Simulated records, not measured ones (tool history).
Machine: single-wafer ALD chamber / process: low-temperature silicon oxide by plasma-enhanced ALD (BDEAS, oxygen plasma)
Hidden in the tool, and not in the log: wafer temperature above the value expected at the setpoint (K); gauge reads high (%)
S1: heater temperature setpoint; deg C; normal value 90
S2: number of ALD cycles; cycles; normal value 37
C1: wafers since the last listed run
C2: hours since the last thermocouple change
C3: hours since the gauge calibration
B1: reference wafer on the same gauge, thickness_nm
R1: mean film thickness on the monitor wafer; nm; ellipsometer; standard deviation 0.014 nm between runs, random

Run 1, hour 0: usual settings; C1 0; C2 2967.6; C3 19.9; B1 5.171. Result: R1 5.406 nm.
Run 2, hour 43.9: usual settings; C1 467; C2 3011.5; C3 63.8; B1 5.151. Result: R1 5.374 nm.
Run 3, hour 94.2: usual settings; C1 535; C2 3061.8; C3 114.1; B1 5.139. Result: R1 5.379 nm.
Run 4, hour 158.2: usual settings; C1 681; C2 3125.8; C3 178.1; B1 5.126. Result: R1 5.376 nm.
Run 5, hour 216.7: usual settings; C1 623; C2 3184.3; C3 236.6; B1 5.115. Result: R1 5.369 nm.
At hour 276.5: thermocouple changed; heater temperature recalibrated.
Run 6, hour 280.5: usual settings but S1 82 deg C; C1 594; C2 4; C3 300.4; B1 5.118. Result: R1 5.503 nm.
Run 7, hour 332.6: usual settings but S1 82 deg C; C1 554; C2 56.1; C3 352.5; B1 5.115. Result: R1 5.506 nm.
At hour 357.8: gauge calibrated.
Run 8, hour 381.4: usual settings but S1 82 deg C; C1 519; C2 104.9; C3 23.6; B1 5.177. Result: R1 5.56 nm.
Run 9, hour 427.1: usual settings but S1 77 deg C, S2 44 cycles; C1 486; C2 150.6; C3 69.3; B1 5.162. Result: R1 6.697 nm.
Run 10, hour 462.7: usual settings; C1 379; C2 186.2; C3 104.9; B1 5.148. Result: R1 5.393 nm.
Run 11, hour 516.7: usual settings but S1 80 deg C; C1 575; C2 240.2; C3 158.9; B1 5.136. Result: R1 5.541 nm.
Run 12, hour 587.3: usual settings but S2 40 cycles; C1 751; C2 310.8; C3 229.5; B1 5.126. Result: R1 5.819 nm.
Run 13, hour 621: usual settings; C1 358; C2 344.5; C3 263.2; B1 5.123. Result: R1 5.348 nm.
Run 14, hour 670.8: usual settings but S1 76 deg C, S2 39 cycles; C1 530; C2 394.3; C3 313; B1 5.121. Result: R1 5.905 nm.
At hour 736.6: gauge calibrated.
Run 15, hour 738.4: usual settings but S1 104 deg C, S2 34 cycles; C1 719; C2 461.9; C3 1.8; B1 5.174. Result: R1 4.79 nm.
Run 16, hour 789.4: usual settings but S2 43 cycles; C1 543; C2 512.9; C3 52.8; B1 5.151. Result: R1 6.3 nm.

Branching from run 16: 4 alternative next runs. What would each branch give?
Run A, hour 789.9: usual settings; C1 5; C2 513.4; C3 53.3; B1 ?. Result: R1 ?.
Run B, hour 789.9: usual settings but S1 80 deg C, S2 32 cycles; C1 5; C2 513.4; C3 53.3; B1 ?. Result: R1 ?.
Run C, hour 789.9: usual settings but S1 80 deg C, S2 41 cycles; C1 5; C2 513.4; C3 53.3; B1 ?. Result: R1 ?.
Run D, hour 789.9: usual settings but S1 99 deg C; C1 5; C2 513.4; C3 53.3; B1 ?. Result: R1 ?.

run     B1     R1
  A  5.154  5.387
  B  5.154  4.802
  C  5.154  6.153
  D  5.154  5.239
Without the tool's unlogged condition, the same runs would have read:
run     R1
  A  5.407
  B   4.82
  C  6.175
  D  5.258

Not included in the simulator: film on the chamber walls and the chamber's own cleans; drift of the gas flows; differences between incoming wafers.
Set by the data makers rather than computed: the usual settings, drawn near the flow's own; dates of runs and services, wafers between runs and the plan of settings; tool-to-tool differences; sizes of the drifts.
